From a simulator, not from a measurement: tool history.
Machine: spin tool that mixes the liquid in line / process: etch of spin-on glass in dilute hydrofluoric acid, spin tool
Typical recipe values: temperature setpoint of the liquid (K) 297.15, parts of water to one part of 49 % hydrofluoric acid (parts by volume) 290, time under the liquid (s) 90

run,hour,temperature setpoint of the liquid (K),parts of water to one part of 49 % hydrofluoric acid (parts by volume),time under the liquid (s),wafers since the last listed run,hours since the thermometer was replaced,hours since the hydrofluoric acid flow meter was replaced,hours since the gauge calibration,"read-back film thickness of the spin-on glass reference wafer, read on the same gauge (nm)",thickness taken off the spin-on glass on a monitor wafer (angstrom)
1,0,297.15,290,90,0,1426.3,1689.8,479.2,58.44,73.9
2,25.8,297.15,290,90,235,1452.1,1715.6,505,58.45,74.1
3,48.5,297.15,370,130,206,1474.8,1738.3,527.7,58.4,79.9
4,72.2,297.15,185,120,215,1498.5,1762,551.4,58.31,174.5
5,105.9,299.15,400,90,307,1532.2,1795.7,585.1,58.36,51.8
6,132.1,299.15,400,90,238,1558.4,1821.9,611.3,58.35,51.4
7,150.1,297.15,215,70,164,1576.4,1839.9,629.3,58.27,83.9
8,179.4,297.15,340,55,266,1605.7,1869.2,658.6,58.2,37
9,194,297.15,290,65,133,1620.3,1883.8,673.2,58.17,54.6
10,222.1,297.15,290,65,256,1648.4,1911.9,701.3,58.12,53.5
# hour 243.4: hydrofluoric acid flow meter replaced
11,282,297.15,290,65,536,1708.3,38.6,761.2,58.2,52.3
12,294.4,297.15,425,35,112,1720.7,51,773.6,58.17,17.5
13,324.8,294.65,360,35,277,1751.1,81.4,804,58.13,19.8
14,340.7,301.15,335,90,144,1767,97.3,819.9,58.1,70
# hour 408.5: gauge calibrated
15,433.3,297.15,290,90,843,1859.6,189.9,24.8,59.7,76.3
16,455.2,297.15,370,90,199,1881.5,211.8,46.7,59.59,55.1
17,488.2,292.65,290,90,300,1914.5,244.8,79.7,59.42,64.9
18,517.6,294.15,425,115,267,1943.9,274.2,109.1,59.22,52.4
19,541.9,297.15,290,90,221,1968.2,298.5,133.4,59.09,75.2
20,563.7,295.65,155,60,198,1990,320.3,155.2,59,102.8
21,599,297.15,290,90,321,2025.3,355.6,190.5,58.89,75.5
22,618.4,298.65,220,65,176,2044.7,375,209.9,58.75,80.5
23,635.8,297.15,290,90,158,2062.1,392.4,227.3,58.69,73.7
# hour 664.7: thermometer replaced
24,717.4,300.15,330,50,734,52.7,474,308.9,58.41,37.7
25,746.4,297.15,290,90,264,81.7,503,337.9,58.32,73.7
26,765.3,301.15,180,50,172,100.6,521.9,356.8,58.25,86.1
27,786.1,297.15,390,130,189,121.4,542.7,377.6,58.18,71.7
28,816.2,297.15,290,90,274,151.5,572.8,407.7,58.21,74.9
29,851.5,297.15,290,90,321,186.8,608.1,443,58.03,73.7
30,883,297.15,210,115,287,218.3,639.6,474.5,58.03,142.2
31,900.5,298.65,290,110,159,235.8,657.1,492,57.99,94.8
32,928.8,297.15,290,90,257,264.1,685.4,520.3,57.95,73.9
33,954.1,300.65,290,90,230,289.4,710.7,545.6,57.9,82.7
34,967.2,299.15,290,90,119,302.5,723.8,558.7,57.9,80
35,981,292.65,215,125,125,316.3,737.6,572.5,57.89,127.4

Some steps in thickness taken off the spin-on glass on a monitor wafer (angstrom) between neighbouring runs. How much of each would the tool show without its hidden state too (settings, what came in, random variation), and how much is left for the hidden state, with any gauge scatter that isn't in both results?
The tool's hidden condition here consists of: liquid colder than its thermometer reads (K); hydrofluoric acid flow below the setpoint (%); gauge reads high (%).
Run 3 -> 4: parts of water to one part of 49 % hydrofluoric acid (parts by volume) 370 -> 185, time under the liquid (s) 130 -> 120. thickness taken off the spin-on glass on a monitor wafer (angstrom) +94.6: hidden state -2.7, all else +97.3.
Run 4 -> 5: temperature setpoint of the liquid (K) 297.15 -> 299.15, parts of water to one part of 49 % hydrofluoric acid (parts by volume) 185 -> 400, time under the liquid (s) 120 -> 90. thickness taken off the spin-on glass on a monitor wafer (angstrom) -122.7: hidden state +3.4, all else -126.1.
Run 29 -> 30: parts of water to one part of 49 % hydrofluoric acid (parts by volume) 290 -> 210, time under the liquid (s) 90 -> 115. thickness taken off the spin-on glass on a monitor wafer (angstrom) +68.5: hidden state -2.4, all else +70.9.

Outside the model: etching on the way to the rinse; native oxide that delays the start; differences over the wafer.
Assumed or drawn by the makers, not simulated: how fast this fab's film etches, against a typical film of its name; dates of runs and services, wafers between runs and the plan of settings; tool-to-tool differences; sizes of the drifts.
